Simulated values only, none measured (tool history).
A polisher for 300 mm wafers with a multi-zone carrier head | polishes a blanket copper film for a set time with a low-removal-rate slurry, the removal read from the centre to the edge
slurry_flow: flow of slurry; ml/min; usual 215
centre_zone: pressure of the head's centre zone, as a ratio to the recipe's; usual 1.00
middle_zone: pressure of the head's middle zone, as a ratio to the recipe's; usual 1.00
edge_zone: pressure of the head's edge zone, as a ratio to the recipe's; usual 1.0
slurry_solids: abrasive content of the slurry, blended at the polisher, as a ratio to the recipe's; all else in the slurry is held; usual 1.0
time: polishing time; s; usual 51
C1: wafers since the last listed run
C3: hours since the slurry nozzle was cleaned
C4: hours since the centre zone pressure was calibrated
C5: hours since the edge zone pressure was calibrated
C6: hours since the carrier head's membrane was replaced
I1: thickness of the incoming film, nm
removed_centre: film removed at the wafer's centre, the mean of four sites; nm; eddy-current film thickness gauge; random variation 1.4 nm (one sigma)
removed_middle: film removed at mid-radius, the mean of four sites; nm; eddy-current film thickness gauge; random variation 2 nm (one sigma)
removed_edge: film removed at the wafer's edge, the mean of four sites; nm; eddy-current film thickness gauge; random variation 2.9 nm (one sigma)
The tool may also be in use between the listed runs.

run 1 day=0.000 | slurry_flow=215 centre_zone=0.92 middle_zone=1.00 edge_zone=1.0 slurry_solids=1.0 time=51 | C1=0 wafers_polished_on_this_pad=1106 C3=141.3 C4=958.4 C5=305.1 C6=976.9 | I1=1148.9 | removed_centre=177.1 removed_middle=193.2 removed_edge=187.6
-- day=1.138 centre zone pressure recalibrated
run 2 day=3.562 | slurry_flow=215 centre_zone=0.92 middle_zone=1.00 edge_zone=1.0 slurry_solids=1.0 time=51 | C1=938 wafers_polished_on_this_pad=2044 C3=226.8 C4=58.2 C5=390.6 C6=1062.4 | I1=1147.1 | removed_centre=176.7 removed_middle=190.8 removed_edge=194.8
run 3 day=5.008 | slurry_flow=215 centre_zone=1.00 middle_zone=1.00 edge_zone=1.0 slurry_solids=1.2 time=51 | C1=390 wafers_polished_on_this_pad=2435 C3=261.5 C4=92.9 C5=425.3 C6=1097.1 | I1=1145.2 | removed_centre=199.8 removed_middle=198.4 removed_edge=204.0
run 4 day=7.071 | slurry_flow=215 centre_zone=1.00 middle_zone=1.00 edge_zone=1.0 slurry_solids=1.2 time=51 | C1=556 wafers_polished_on_this_pad=2991 C3=311.0 C4=142.4 C5=474.8 C6=1146.6 | I1=1134.7 | removed_centre=197.8 removed_middle=200.2 removed_edge=205.5
-- day=8.150 worn pad replaced by a new one
run 5 day=8.175 | slurry_flow=215 centre_zone=1.00 middle_zone=0.95 edge_zone=1.0 slurry_solids=1.0 time=51 | C1=252 wafers_polished_on_this_pad=7 C3=337.5 C4=168.9 C5=501.3 C6=1173.1 | I1=1138.1 | removed_centre=190.7 removed_middle=182.9 removed_edge=191.6
run 6 day=10.012 | slurry_flow=215 centre_zone=1.00 middle_zone=0.95 edge_zone=1.0 slurry_solids=1.0 time=51 | C1=495 wafers_polished_on_this_pad=502 C3=381.6 C4=213.0 C5=545.4 C6=1217.2 | I1=1132.5 | removed_centre=190.4 removed_middle=177.5 removed_edge=189.1
-- day=11.996 edge zone pressure recalibrated
run 7 day=13.604 | slurry_flow=215 centre_zone=1.00 middle_zone=0.95 edge_zone=1.0 slurry_solids=1.0 time=51 | C1=946 wafers_polished_on_this_pad=1449 C3=467.8 C4=299.2 C5=38.6 C6=1303.4 | I1=1156.4 | removed_centre=187.5 removed_middle=176.9 removed_edge=189.0
-- day=15.129 slurry nozzle cleaned
-- day=15.617 carrier head's membrane replaced by a new one
run 8 day=16.154 | slurry_flow=215 centre_zone=1.00 middle_zone=1.00 edge_zone=1.0 slurry_solids=1.0 time=64 | C1=620 wafers_polished_on_this_pad=2070 C3=24.6 C4=360.4 C5=99.8 C6=12.9 | I1=1157.8 | removed_centre=244.4 removed_middle=245.8 removed_edge=241.6
run 9 day=17.912 | slurry_flow=215 centre_zone=1.00 middle_zone=1.00 edge_zone=1.0 slurry_solids=1.0 time=64 | C1=474 wafers_polished_on_this_pad=2544 C3=66.8 C4=402.6 C5=142.0 C6=55.1 | I1=1154.0 | removed_centre=248.4 removed_middle=245.8 removed_edge=249.8
-- day=19.508 worn pad replaced by a new one
run 10 day=19.529 | slurry_flow=215 centre_zone=1.00 middle_zone=1.00 edge_zone=1.0 slurry_solids=1.0 time=51 | C1=391 wafers_polished_on_this_pad=5 C3=105.6 C4=441.4 C5=180.8 C6=93.9 | I1=1137.5 | removed_centre=196.1 removed_middle=195.9 removed_edge=194.1
run 11 day=21.496 | slurry_flow=215 centre_zone=1.11 middle_zone=1.07 edge_zone=1.1 slurry_solids=1.0 time=51 | C1=530 wafers_polished_on_this_pad=535 C3=152.8 C4=488.6 C5=228.0 C6=141.1 | I1=1150.9 | removed_centre=215.8 removed_middle=204.4 removed_edge=207.1
run 12 day=24.212 | slurry_flow=215 centre_zone=1.00 middle_zone=1.00 edge_zone=1.0 slurry_solids=0.8 time=66 | C1=733 wafers_polished_on_this_pad=1268 C3=218.0 C4=553.8 C5=293.2 C6=206.3 | I1=1153.5 | removed_centre=243.9 removed_middle=240.5 removed_edge=241.3

Run 13 comes next. What will it give?
run 13 day=26.771 | slurry_flow=215 centre_zone=1.00 middle_zone=1.00 edge_zone=1.0 slurry_solids=1.0 time=51 | C1=690 wafers_polished_on_this_pad=1959 C3=279.4 C4=615.2 C5=354.6 C6=267.7 | I1=1158.1 | removed_centre=? removed_middle=? removed_edge=?

removed_centre: 192.8 nm
removed_middle: 190.2 nm
removed_edge: 193.2 nm
Without the tool's hidden state the same run would have given removed_centre 196.3 nm, removed_middle 193.2 nm, removed_edge 195.5 nm.

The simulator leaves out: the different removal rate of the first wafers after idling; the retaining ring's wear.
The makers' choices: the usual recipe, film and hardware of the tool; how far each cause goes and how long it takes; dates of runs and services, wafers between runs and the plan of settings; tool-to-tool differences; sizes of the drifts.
